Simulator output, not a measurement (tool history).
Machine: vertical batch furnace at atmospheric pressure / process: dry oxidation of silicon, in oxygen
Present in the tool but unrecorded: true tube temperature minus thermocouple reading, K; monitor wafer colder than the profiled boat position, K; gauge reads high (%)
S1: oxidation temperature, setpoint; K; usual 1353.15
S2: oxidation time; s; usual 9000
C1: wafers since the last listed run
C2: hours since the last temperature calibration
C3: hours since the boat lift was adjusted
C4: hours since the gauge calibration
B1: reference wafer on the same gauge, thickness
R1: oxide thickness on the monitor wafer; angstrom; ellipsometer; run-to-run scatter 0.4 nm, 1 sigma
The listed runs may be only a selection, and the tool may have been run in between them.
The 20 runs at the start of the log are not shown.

run	hour	S1	S2	C1	C2	C3	C4	B1	R1
21	1089.4	1377.15	5280	250	498.3	349.2	423.8	197.09	1535.9
22	1144.6	1353.15	9000	401	553.5	404.4	479.0	197.02	1808.1
23	1214.0	1367.15	12510	504	622.9	473.8	548.4	196.98	2419.2
24	1280.1	1353.15	7950	480	689.0	539.9	614.5	196.78	1676.8
25	1331.6	1343.15	5010	374	740.5	591.4	666.0	197.17	1182.8
26	1361.5	1336.15	10260	217	770.4	621.3	695.9	197.03	1742.2
27	1392.0	1363.15	9000	221	800.9	651.8	726.4	196.98	1939.4
28	1426.5	1341.15	4740	251	835.4	686.3	760.9	196.93	1130.0
29	1497.0	1353.15	9000	512	905.9	756.8	831.4	196.86	1813.9
30	1549.4	1366.15	7260	381	958.3	809.2	883.8	197.01	1732.8
31	1587.9	1371.15	10950	280	996.8	847.7	922.3	196.84	2284.9
32	1653.1	1339.15	9000	474	1062.0	912.9	987.5	197.08	1641.7
33	1721.6	1371.15	4860	498	1130.5	981.4	1056.0	196.85	1405.2
34	1793.7	1353.15	6600	524	1202.6	1053.5	1128.1	197.04	1496.3

Run 35 is up next; what results do you expect?
35	1828.6	1343.15	12900	253	1237.5	1088.4	1163.0	?	?

{"run 35": {"B1": 197.0, "R1": 2102.8}}
Without the tool's hidden state the same run would have given R1 2112.3 angstrom.

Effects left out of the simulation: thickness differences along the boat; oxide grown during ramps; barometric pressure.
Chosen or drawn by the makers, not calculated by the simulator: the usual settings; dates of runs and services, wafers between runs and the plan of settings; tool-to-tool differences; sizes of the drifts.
